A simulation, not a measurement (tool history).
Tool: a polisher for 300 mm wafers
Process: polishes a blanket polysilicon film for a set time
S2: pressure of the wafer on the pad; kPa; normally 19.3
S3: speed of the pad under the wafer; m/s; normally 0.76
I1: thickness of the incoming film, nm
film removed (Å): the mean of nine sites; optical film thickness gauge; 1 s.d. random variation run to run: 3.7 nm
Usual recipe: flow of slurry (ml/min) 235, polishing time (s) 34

{"run": 1, "hour": 0.0, "flow of slurry (ml/min)": 235, "S2": 13.8, "S3": 0.76, "polishing time (s)": 34, "I1": 1083.7, "film removed (Å)": 1644}
{"run": 2, "hour": 49.6, "flow of slurry (ml/min)": 235, "S2": 13.8, "S3": 0.76, "polishing time (s)": 34, "I1": 1098.1, "film removed (Å)": 1624}
{"hour": 91.9, "done": "slurry nozzle cleaned"}
{"run": 3, "hour": 103.8, "flow of slurry (ml/min)": 235, "S2": 13.8, "S3": 0.76, "polishing time (s)": 34, "I1": 1075.9, "film removed (Å)": 1590}
{"run": 4, "hour": 147.2, "flow of slurry (ml/min)": 235, "S2": 13.8, "S3": 0.76, "polishing time (s)": 43, "I1": 1082.7, "film removed (Å)": 2044}
{"hour": 165.7, "done": "worn pad replaced by a new one"}
{"run": 5, "hour": 195.0, "flow of slurry (ml/min)": 235, "S2": 13.8, "S3": 0.76, "polishing time (s)": 43, "I1": 1076.9, "film removed (Å)": 2183}
{"run": 6, "hour": 290.0, "flow of slurry (ml/min)": 235, "S2": 13.8, "S3": 0.76, "polishing time (s)": 43, "I1": 1097.4, "film removed (Å)": 2087}
{"run": 7, "hour": 331.8, "flow of slurry (ml/min)": 235, "S2": 19.3, "S3": 0.76, "polishing time (s)": 34, "I1": 1101.7, "film removed (Å)": 2260}
{"run": 8, "hour": 388.7, "flow of slurry (ml/min)": 235, "S2": 19.3, "S3": 0.82, "polishing time (s)": 34, "I1": 1079, "film removed (Å)": 2456}
{"run": 9, "hour": 476.9, "flow of slurry (ml/min)": 235, "S2": 19.3, "S3": 0.82, "polishing time (s)": 34, "I1": 1067.2, "film removed (Å)": 2429}
{"hour": 495.4, "done": "slurry nozzle cleaned"}
{"hour": 495.9, "done": "worn pad replaced by a new one"}
{"run": 10, "hour": 580.2, "flow of slurry (ml/min)": 235, "S2": 19.3, "S3": 0.82, "polishing time (s)": 34, "I1": 1072, "film removed (Å)": 2534}
{"run": 11, "hour": 656.8, "flow of slurry (ml/min)": 235, "S2": 19.3, "S3": 0.76, "polishing time (s)": 34, "I1": 1083.9, "film removed (Å)": 2263}
{"run": 12, "hour": 714.0, "flow of slurry (ml/min)": 235, "S2": 25.5, "S3": 0.76, "polishing time (s)": 34, "I1": 1076.6, "film removed (Å)": 2974}
{"run": 13, "hour": 785.4, "flow of slurry (ml/min)": 235, "S2": 19.3, "S3": 0.76, "polishing time (s)": 31, "I1": 1078.2, "film removed (Å)": 2062}
{"hour": 790.7, "done": "worn pad replaced by a new one"}
{"run": 14, "hour": 837.3, "flow of slurry (ml/min)": 235, "S2": 13.8, "S3": 0.76, "polishing time (s)": 34, "I1": 1073.5, "film removed (Å)": 1731}
{"hour": 856.9, "done": "slurry nozzle cleaned"}
{"run": 15, "hour": 943.7, "flow of slurry (ml/min)": 235, "S2": 19.3, "S3": 0.76, "polishing time (s)": 34, "I1": 1061.6, "film removed (Å)": 2243}
{"run": 16, "hour": 1008.7, "flow of slurry (ml/min)": 235, "S2": 19.3, "S3": 0.84, "polishing time (s)": 30, "I1": 1078.8, "film removed (Å)": 2271}
{"run": 17, "hour": 1105.8, "flow of slurry (ml/min)": 235, "S2": 19.3, "S3": 0.76, "polishing time (s)": 34, "I1": 1069.1, "film removed (Å)": 2250}
{"hour": 1132.0, "done": "worn pad replaced by a new one"}
{"run": 18, "hour": 1188.1, "flow of slurry (ml/min)": 235, "S2": 13.8, "S3": 0.76, "polishing time (s)": 43, "I1": 1069.9, "film removed (Å)": 2172}
{"hour": 1208.4, "done": "head pressure recalibrated"}
{"run": 19, "hour": 1257.8, "flow of slurry (ml/min)": 280, "S2": 19.3, "S3": 0.76, "polishing time (s)": 24, "I1": 1077.6, "film removed (Å)": 1638}
{"hour": 1266.9, "done": "slurry nozzle cleaned"}
{"run": 20, "hour": 1402.0, "flow of slurry (ml/min)": 235, "S2": 19.3, "S3": 0.76, "polishing time (s)": 34, "I1": 1075.7, "film removed (Å)": 2253}
{"run": 21, "hour": 1472.9, "flow of slurry (ml/min)": 215, "S2": 19.3, "S3": 0.76, "polishing time (s)": 29, "I1": 1067.9, "film removed (Å)": 1890}
{"hour": 1501.6, "done": "worn pad replaced by a new one"}
{"run": 22, "hour": 1578.4, "flow of slurry (ml/min)": 235, "S2": 25.5, "S3": 0.76, "polishing time (s)": 28, "I1": 1064.8, "film removed (Å)": 2573}
{"hour": 1615.9, "done": "slurry nozzle cleaned"}
{"run": 23, "hour": 1666.7, "flow of slurry (ml/min)": 265, "S2": 19.3, "S3": 0.94, "polishing time (s)": 41, "I1": 1089.9, "film removed (Å)": 3483}

Below are 3 alternative next runs, each starting from the tool's condition after run 23. Predict each:
{"run": "A", "hour": 1667.1, "flow of slurry (ml/min)": 235, "S2": 19.3, "S3": 0.76, "polishing time (s)": 34, "I1": 1079.4, "film removed (Å)": "?"}
{"run": "B", "hour": 1667.1, "flow of slurry (ml/min)": 195, "S2": 21.4, "S3": 0.76, "polishing time (s)": 45, "I1": 1079.4, "film removed (Å)": "?"}
{"run": "C", "hour": 1667.1, "flow of slurry (ml/min)": 205, "S2": 15.9, "S3": 0.66, "polishing time (s)": 22, "I1": 1079.4, "film removed (Å)": "?"}

run=A film_removed_(Å)=2328
run=B film_removed_(Å)=3354
run=C film_removed_(Å)=1061
What these runs would have given with no unlogged condition in the tool:
run=A film_removed_(Å)=2535
run=B film_removed_(Å)=3651
run=C film_removed_(Å)=1156
